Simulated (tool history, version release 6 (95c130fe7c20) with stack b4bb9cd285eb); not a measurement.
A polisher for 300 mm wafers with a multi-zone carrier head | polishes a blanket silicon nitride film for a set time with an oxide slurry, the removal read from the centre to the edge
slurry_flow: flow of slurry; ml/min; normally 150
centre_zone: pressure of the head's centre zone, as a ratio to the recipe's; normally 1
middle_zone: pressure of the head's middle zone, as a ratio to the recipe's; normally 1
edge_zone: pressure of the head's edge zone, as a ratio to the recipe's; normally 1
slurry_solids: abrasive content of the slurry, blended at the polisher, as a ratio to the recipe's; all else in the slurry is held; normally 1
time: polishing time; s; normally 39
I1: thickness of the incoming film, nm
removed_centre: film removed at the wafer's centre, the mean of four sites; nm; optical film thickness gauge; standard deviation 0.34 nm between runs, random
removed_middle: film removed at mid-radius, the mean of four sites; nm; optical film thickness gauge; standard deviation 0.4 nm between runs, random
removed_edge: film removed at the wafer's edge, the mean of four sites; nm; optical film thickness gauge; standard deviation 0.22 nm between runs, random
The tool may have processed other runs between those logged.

Run 1, hour 0: usual settings; I1 244.7. Result: removed_centre 25.9 nm, removed_middle 26 nm, removed_edge 26.2 nm.
Run 2, hour 7.3: usual settings; I1 239.8. Result: removed_centre 25.5 nm, removed_middle 26.8 nm, removed_edge 26.3 nm.
Run 3, hour 15.9: usual settings but slurry_flow 185 ml/min; I1 240.3. Result: removed_centre 27.2 nm, removed_middle 26.9 nm, removed_edge 27.2 nm.
Run 4, hour 28.5: usual settings; I1 240.9. Result: removed_centre 25.9 nm, removed_middle 26.3 nm, removed_edge 25.9 nm.
At hour 38.6: worn pad replaced by a new one.
Run 5, hour 43.1: usual settings; I1 242.2. Result: removed_centre 26.8 nm, removed_middle 28 nm, removed_edge 28 nm.
Run 6, hour 57: usual settings; I1 242.6. Result: removed_centre 26.5 nm, removed_middle 26.5 nm, removed_edge 26.8 nm.
Run 7, hour 64.3: usual settings; I1 245.1. Result: removed_centre 26.6 nm, removed_middle 26.9 nm, removed_edge 26.5 nm.
Run 8, hour 80.2: usual settings; I1 238.6. Result: removed_centre 26.4 nm, removed_middle 26.8 nm, removed_edge 26.5 nm.
Run 9, hour 94.6: usual settings but edge_zone 1.03, time 35 s; I1 240.2. Result: removed_centre 23 nm, removed_middle 24 nm, removed_edge 24.1 nm.
At hour 98.7: edge zone pressure recalibrated.
At hour 101.3: slurry nozzle cleaned.
Run 10, hour 105.1: usual settings but slurry_flow 100 ml/min, middle_zone 0.89; I1 240.1. Result: removed_centre 23.6 nm, removed_middle 22.3 nm, removed_edge 24.7 nm.
At hour 109.3: worn pad replaced by a new one.
Run 11, hour 113.8: usual settings but edge_zone 0.95, slurry_solids 0.85, time 47 s; I1 236.6. Result: removed_centre 30.9 nm, removed_middle 30.9 nm, removed_edge 30.5 nm.
At hour 121.6: centre zone pressure recalibrated.
Run 12, hour 129.8: usual settings but edge_zone 0.91, slurry_solids 0.8; I1 242.8. Result: removed_centre 24.1 nm, removed_middle 24.5 nm, removed_edge 23.4 nm.
Run 13, hour 139.7: usual settings but slurry_flow 180 ml/min, middle_zone 1.11, time 49 s; I1 239.2. Result: removed_centre 33.3 nm, removed_middle 36.8 nm, removed_edge 34 nm.
Run 14, hour 153.7: usual settings; I1 237.2. Result: removed_centre 26.3 nm, removed_middle 26 nm, removed_edge 26.2 nm.
At hour 164.4: carrier head's membrane replaced by a new one.
Run 15, hour 164.9: usual settings; I1 242.5. Result: removed_centre 26.1 nm, removed_middle 26.4 nm, removed_edge 26.1 nm.
At hour 171: worn pad replaced by a new one.
Run 16, hour 171.8: usual settings but slurry_flow 175 ml/min, middle_zone 0.9, slurry_solids 0.9; I1 240.9. Result: removed_centre 27 nm, removed_middle 25.3 nm, removed_edge 27.5 nm.
Run 17, hour 188.9: usual settings but slurry_flow 185 ml/min, time 45 s; I1 237.6. Result: removed_centre 32.5 nm, removed_middle 32.1 nm, removed_edge 31.9 nm.
Run 18, hour 204.3: usual settings but centre_zone 0.88; I1 242.2. Result: removed_centre 22.9 nm, removed_middle 26.6 nm, removed_edge 26.5 nm.

The next listed run, before its measurement:
Run 19, hour 213.2: usual settings but slurry_solids 1.2; I1 241.2. Result: removed_centre ?, removed_middle ?, removed_edge ?.

Logged for run 19: removed_centre 27.2 nm, removed_middle 28.5 nm, removed_edge 27.9 nm.
Without the tool's hidden state the same run would have given removed_centre 28.8 nm, removed_middle 30.2 nm, removed_edge 29.5 nm.

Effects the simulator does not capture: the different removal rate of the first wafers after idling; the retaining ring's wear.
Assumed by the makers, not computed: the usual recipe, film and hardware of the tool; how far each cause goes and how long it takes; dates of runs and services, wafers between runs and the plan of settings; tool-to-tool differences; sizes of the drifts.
